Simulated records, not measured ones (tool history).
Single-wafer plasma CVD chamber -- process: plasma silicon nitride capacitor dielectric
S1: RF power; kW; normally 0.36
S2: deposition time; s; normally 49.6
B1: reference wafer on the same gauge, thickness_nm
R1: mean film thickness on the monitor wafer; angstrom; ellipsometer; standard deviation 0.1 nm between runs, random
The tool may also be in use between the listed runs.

{"run": 1, "hour": 0.0, "S1": 0.36, "S2": 49.6, "B1": 60.203, "R1": 673.73}
{"run": 2, "hour": 19.8, "S1": 0.36, "S2": 49.6, "B1": 60.208, "R1": 674.46}
{"run": 3, "hour": 52.2, "S1": 0.36, "S2": 49.6, "B1": 60.207, "R1": 674.07}
{"run": 4, "hour": 79.7, "S1": 0.36, "S2": 46.8, "B1": 60.209, "R1": 635.54}
{"run": 5, "hour": 99.1, "S1": 0.36, "S2": 46.8, "B1": 60.249, "R1": 635.66}
{"run": 6, "hour": 121.0, "S1": 0.32, "S2": 49.6, "B1": 60.226, "R1": 655.37}
{"run": 7, "hour": 156.0, "S1": 0.36, "S2": 49.6, "B1": 60.182, "R1": 672.71}
{"run": 8, "hour": 169.8, "S1": 0.36, "S2": 49.6, "B1": 60.166, "R1": 674.39}
{"run": 9, "hour": 188.3, "S1": 0.36, "S2": 42.9, "B1": 60.188, "R1": 583.57}
{"run": 10, "hour": 205.4, "S1": 0.36, "S2": 42.9, "B1": 60.196, "R1": 582.5}
{"run": 11, "hour": 224.8, "S1": 0.36, "S2": 42.9, "B1": 60.199, "R1": 581.75}
{"run": 12, "hour": 246.5, "S1": 0.38, "S2": 49.6, "B1": 60.205, "R1": 680.61}
{"run": 13, "hour": 276.6, "S1": 0.36, "S2": 49.6, "B1": 60.155, "R1": 671.59}
{"run": 14, "hour": 294.0, "S1": 0.36, "S2": 49.6, "B1": 60.201, "R1": 673.4}
{"run": 15, "hour": 322.5, "S1": 0.36, "S2": 49.6, "B1": 60.211, "R1": 670.23}
{"hour": 339.7, "done": "gauge calibrated"}
{"run": 16, "hour": 353.6, "S1": 0.36, "S2": 49.6, "B1": 60.224, "R1": 671.68}
{"run": 17, "hour": 378.6, "S1": 0.36, "S2": 49.6, "B1": 60.203, "R1": 672.03}
{"run": 18, "hour": 402.5, "S1": 0.36, "S2": 49.6, "B1": 60.232, "R1": 672.91}
{"run": 19, "hour": 429.9, "S1": 0.36, "S2": 49.6, "B1": 60.182, "R1": 671.58}
{"run": 20, "hour": 462.8, "S1": 0.36, "S2": 49.6, "B1": 60.167, "R1": 671.42}
{"hour": 476.5, "done": "showerhead replaced"}
{"run": 21, "hour": 479.4, "S1": 0.38, "S2": 53.4, "B1": 60.181, "R1": 729.27}
{"hour": 492.3, "done": "RF generator calibrated"}
{"run": 22, "hour": 508.1, "S1": 0.36, "S2": 54.7, "B1": 60.217, "R1": 752.92}
{"run": 23, "hour": 522.8, "S1": 0.36, "S2": 42.9, "B1": 60.222, "R1": 591.83}
{"run": 24, "hour": 536.4, "S1": 0.4, "S2": 52.7, "B1": 60.206, "R1": 741.23}
{"run": 25, "hour": 548.8, "S1": 0.36, "S2": 57.4, "B1": 60.214, "R1": 788.66}

Run 26, settings as shown, results not yet in. Your forecast:
{"run": 26, "hour": 573.8, "S1": 0.415, "S2": 44.4, "B1": "?", "R1": "?"}

{"run 26": {"B1": 60.193, "R1": 632.18}}
The same run, on a tool lacking any hidden state, would have yielded R1 633.51 angstrom.
